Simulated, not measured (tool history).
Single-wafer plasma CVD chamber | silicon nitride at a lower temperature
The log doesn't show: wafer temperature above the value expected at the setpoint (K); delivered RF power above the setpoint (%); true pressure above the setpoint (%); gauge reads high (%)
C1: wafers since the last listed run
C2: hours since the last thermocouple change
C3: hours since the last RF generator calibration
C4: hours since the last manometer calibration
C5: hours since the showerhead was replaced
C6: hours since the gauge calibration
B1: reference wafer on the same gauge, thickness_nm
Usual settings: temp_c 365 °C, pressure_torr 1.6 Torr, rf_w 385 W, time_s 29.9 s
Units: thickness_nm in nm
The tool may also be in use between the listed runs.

Run 1, hour 0: usual settings but temp_c 372 °C; C1 0; C2 2727.4; C3 1440.9; C4 2071; C5 6565.5; C6 394.1; B1 45.875. Result: thickness_nm 40.444 nm.
Run 2, hour 22.9: usual settings but temp_c 360 °C; C1 927; C2 2750.3; C3 1463.8; C4 2093.9; C5 6588.4; C6 417; B1 45.884. Result: thickness_nm 40.767 nm.
At hour 35.1: RF generator calibrated.
At hour 36.8: thermocouple changed; heater temperature recalibrated.
Run 3, hour 49.7: usual settings but temp_c 360 °C; C1 695; C2 12.9; C3 14.6; C4 2120.7; C5 6615.2; C6 443.8; B1 45.9. Result: thickness_nm 41.605 nm.
Run 4, hour 62: usual settings but temp_c 360 °C; C1 497; C2 25.2; C3 26.9; C4 2133; C5 6627.5; C6 456.1; B1 45.907. Result: thickness_nm 41.674 nm.
Run 5, hour 83.1: usual settings; C1 854; C2 46.3; C3 48; C4 2154.1; C5 6648.6; C6 477.2; B1 45.9. Result: thickness_nm 41.573 nm.
At hour 92.8: showerhead replaced.
Run 6, hour 115.7: usual settings; C1 995; C2 78.9; C3 80.6; C4 2186.7; C5 22.9; C6 509.8; B1 45.886. Result: thickness_nm 41.53 nm.
Run 7, hour 137.2: usual settings but pressure_torr 1.47 Torr; C1 870; C2 100.4; C3 102.1; C4 2208.2; C5 44.4; C6 531.3; B1 45.878. Result: thickness_nm 40.063 nm.
Run 8, hour 150.5: usual settings; C1 538; C2 113.7; C3 115.4; C4 2221.5; C5 57.7; C6 544.6; B1 45.917. Result: thickness_nm 41.345 nm.
Run 9, hour 163.1: usual settings; C1 510; C2 126.3; C3 128; C4 2234.1; C5 70.3; C6 557.2; B1 45.908. Result: thickness_nm 41.421 nm.
Run 10, hour 197.6: usual settings but temp_c 372 °C, time_s 25.3 s; C1 1396; C2 160.8; C3 162.5; C4 2268.6; C5 104.8; C6 591.7; B1 45.893. Result: thickness_nm 34.955 nm.
Run 11, hour 209.6: usual settings; C1 485; C2 172.8; C3 174.5; C4 2280.6; C5 116.8; C6 603.7; B1 45.917. Result: thickness_nm 41.364 nm.
Run 12, hour 226.4: usual settings but temp_c 378 °C, rf_w 420 W, time_s 27.3 s; C1 680; C2 189.6; C3 191.3; C4 2297.4; C5 133.6; C6 620.5; B1 45.89. Result: thickness_nm 39.75 nm.
Run 13, hour 251.8: usual settings but temp_c 353 °C, pressure_torr 1.22 Torr, rf_w 435 W, time_s 27.2 s; C1 1028; C2 215; C3 216.7; C4 2322.8; C5 159; C6 645.9; B1 45.923. Result: thickness_nm 36.315 nm.
At hour 257.1: gauge calibrated.
Run 14, hour 271: usual settings but pressure_torr 1.25 Torr; C1 777; C2 234.2; C3 235.9; C4 2342; C5 178.2; C6 13.9; B1 45.887. Result: thickness_nm 37.159 nm.
Run 15, hour 289: usual settings; C1 728; C2 252.2; C3 253.9; C4 2360; C5 196.2; C6 31.9; B1 45.881. Result: thickness_nm 41.434 nm.
Run 16, hour 321.5: usual settings; C1 1315; C2 284.7; C3 286.4; C4 2392.5; C5 228.7; C6 64.4; B1 45.906. Result: thickness_nm 41.328 nm.
Run 17, hour 349.1: usual settings but temp_c 370 °C, pressure_torr 1.99 Torr, rf_w 355 W, time_s 35.7 s; C1 1117; C2 312.3; C3 314; C4 2420.1; C5 256.3; C6 92; B1 45.907. Result: thickness_nm 50.684 nm.
At hour 371.7: capacitance manometer re-zeroed and calibrated.
Run 18, hour 372.2: usual settings but pressure_torr 1.23 Torr, time_s 35.6 s; C1 611; C2 335.4; C3 337.1; C4 0.5; C5 279.4; C6 115.1; B1 45.898. Result: thickness_nm 45.308 nm.
Run 19, hour 401.5: usual settings but rf_w 410 W; C1 1186; C2 364.7; C3 366.4; C4 29.8; C5 308.7; C6 144.4; B1 45.886. Result: thickness_nm 44.329 nm.
Run 20, hour 414.2: usual settings but temp_c 352 °C, pressure_torr 1.8 Torr, rf_w 315 W; C1 514; C2 377.4; C3 379.1; C4 42.5; C5 321.4; C6 157.1; B1 45.893. Result: thickness_nm 39.176 nm.
Run 21, hour 449.5: usual settings; C1 1429; C2 412.7; C3 414.4; C4 77.8; C5 356.7; C6 192.4; B1 45.884. Result: thickness_nm 42.584 nm.
Run 22, hour 469.6: usual settings; C1 813; C2 432.8; C3 434.5; C4 97.9; C5 376.8; C6 212.5; B1 45.904. Result: thickness_nm 42.71 nm.
Run 23, hour 503.6: usual settings but temp_c 371 °C, rf_w 430 W; C1 1376; C2 466.8; C3 468.5; C4 131.9; C5 410.8; C6 246.5; B1 45.892. Result: thickness_nm 45.527 nm.
Run 24, hour 529.8: usual settings but temp_c 373 °C, rf_w 365 W; C1 1060; C2 493; C3 494.7; C4 158.1; C5 437; C6 272.7; B1 45.884. Result: thickness_nm 40.959 nm.
Run 25, hour 548.1: usual settings but rf_w 355 W, time_s 25.8 s; C1 740; C2 511.3; C3 513; C4 176.4; C5 455.3; C6 291; B1 45.901. Result: thickness_nm 34.662 nm.
Run 26, hour 584.1: usual settings but pressure_torr 1.21 Torr; C1 1457; C2 547.3; C3 549; C4 212.4; C5 491.3; C6 327; B1 45.906. Result: thickness_nm 37.76 nm.
Run 27, hour 603.4: usual settings; C1 781; C2 566.6; C3 568.3; C4 231.7; C5 510.6; C6 346.3; B1 45.904. Result: thickness_nm 42.272 nm.

5 ways to go on from here, each from the tool as it stands after run 27. What would each give?
Run A, hour 603.8: usual settings; C1 16; C2 567; C3 568.7; C4 232.1; C5 511; C6 346.7; B1 ?. Result: thickness_nm ?.
Run B, hour 603.8: usual settings but pressure_torr 2 Torr, rf_w 320 W, time_s 33 s; C1 16; C2 567; C3 568.7; C4 232.1; C5 511; C6 346.7; B1 ?. Result: thickness_nm ?.
Run C, hour 603.8: usual settings but rf_w 365 W; C1 16; C2 567; C3 568.7; C4 232.1; C5 511; C6 346.7; B1 ?. Result: thickness_nm ?.
Run D, hour 603.8: usual settings but pressure_torr 1.85 Torr, rf_w 310 W; C1 16; C2 567; C3 568.7; C4 232.1; C5 511; C6 346.7; B1 ?. Result: thickness_nm ?.
Run E, hour 603.8: usual settings but temp_c 371 °C, pressure_torr 1.31 Torr, rf_w 450 W; C1 16; C2 567; C3 568.7; C4 232.1; C5 511; C6 346.7; B1 ?. Result: thickness_nm ?.

run     B1  thickness_nm
  A  45.89        42.343
  B  45.89        44.752
  C  45.89        40.894
  D  45.89        38.676
  E  45.89        42.845
Without the tool's hidden state the same runs would have given:
run  thickness_nm
  A        42.595
  B        45.031
  C        41.137
  D        38.916
  E        43.083
